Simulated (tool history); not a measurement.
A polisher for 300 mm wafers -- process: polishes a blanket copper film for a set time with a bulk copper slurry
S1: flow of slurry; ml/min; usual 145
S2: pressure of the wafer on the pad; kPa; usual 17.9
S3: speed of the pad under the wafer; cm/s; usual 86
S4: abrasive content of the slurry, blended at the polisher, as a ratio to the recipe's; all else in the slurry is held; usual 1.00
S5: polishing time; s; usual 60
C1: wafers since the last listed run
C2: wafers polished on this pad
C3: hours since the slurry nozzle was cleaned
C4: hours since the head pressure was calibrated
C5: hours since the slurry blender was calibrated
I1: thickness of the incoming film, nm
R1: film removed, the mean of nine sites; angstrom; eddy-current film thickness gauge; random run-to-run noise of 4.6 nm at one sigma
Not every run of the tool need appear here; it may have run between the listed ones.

run	hour	S1	S2	S3	S4	S5	C1	C2	C3	C4	C5	I1	R1
1	0.0	145	17.9	86	1.00	60	0	2	480.8	1388.9	113.7	2684.2	3647
2	14.8	145	17.9	86	1.00	60	92	95	495.6	1403.7	128.5	2672.3	3618
3	27.1	145	17.9	86	1.00	60	76	171	507.9	1416.0	140.8	2674.7	3586
4	43.9	175	17.9	86	1.00	60	104	276	524.7	1432.8	157.6	2625.9	3676
5	55.0	175	17.9	86	1.00	60	69	346	535.8	1443.9	168.7	2621.6	3709
6	62.9	175	17.9	86	1.00	60	49	395	543.7	1451.8	176.6	2675.4	3639
7	116.2	145	17.9	72	0.75	60	332	727	597.0	1505.1	229.9	2605.9	2801
8	123.8	145	17.9	72	0.75	60	47	775	604.6	1512.7	237.5	2618.9	2730
# hour 130.7: worn pad replaced by a new one
9	131.1	145	17.9	72	0.75	60	20	2	611.9	1520.0	244.8	2625.7	2751
10	137.3	190	11.7	86	0.75	60	38	41	618.1	1526.2	251.0	2633.3	2246
11	153.2	145	17.9	86	1.00	60	99	140	634.0	1542.1	266.9	2666.4	3499
# hour 163.3: slurry nozzle cleaned
12	164.8	145	15.9	86	1.00	60	66	206	1.5	1553.7	278.5	2617.4	3107
# hour 178.4: slurry blender recalibrated
13	181.5	145	23.4	96	1.30	43	91	298	18.2	1570.4	3.1	2646.0	4237
14	187.6	145	21.4	106	1.00	60	38	336	24.3	1576.5	9.2	2640.5	5526
15	200.5	145	17.9	86	1.00	60	80	416	37.2	1589.4	22.1	2687.9	3814
16	213.9	160	17.9	86	1.00	67	83	500	50.6	1602.8	35.5	2629.9	4228

Estimate the outcome of run 17 from the log above:
17	227.5	145	17.9	86	1.00	60	84	585	64.2	1616.4	49.1	2649.7	?

Logged for run 17: R1 3806 angstrom.
If the tool had no hidden condition, the same run with the same run-to-run variation would have returned R1 3870 angstrom.

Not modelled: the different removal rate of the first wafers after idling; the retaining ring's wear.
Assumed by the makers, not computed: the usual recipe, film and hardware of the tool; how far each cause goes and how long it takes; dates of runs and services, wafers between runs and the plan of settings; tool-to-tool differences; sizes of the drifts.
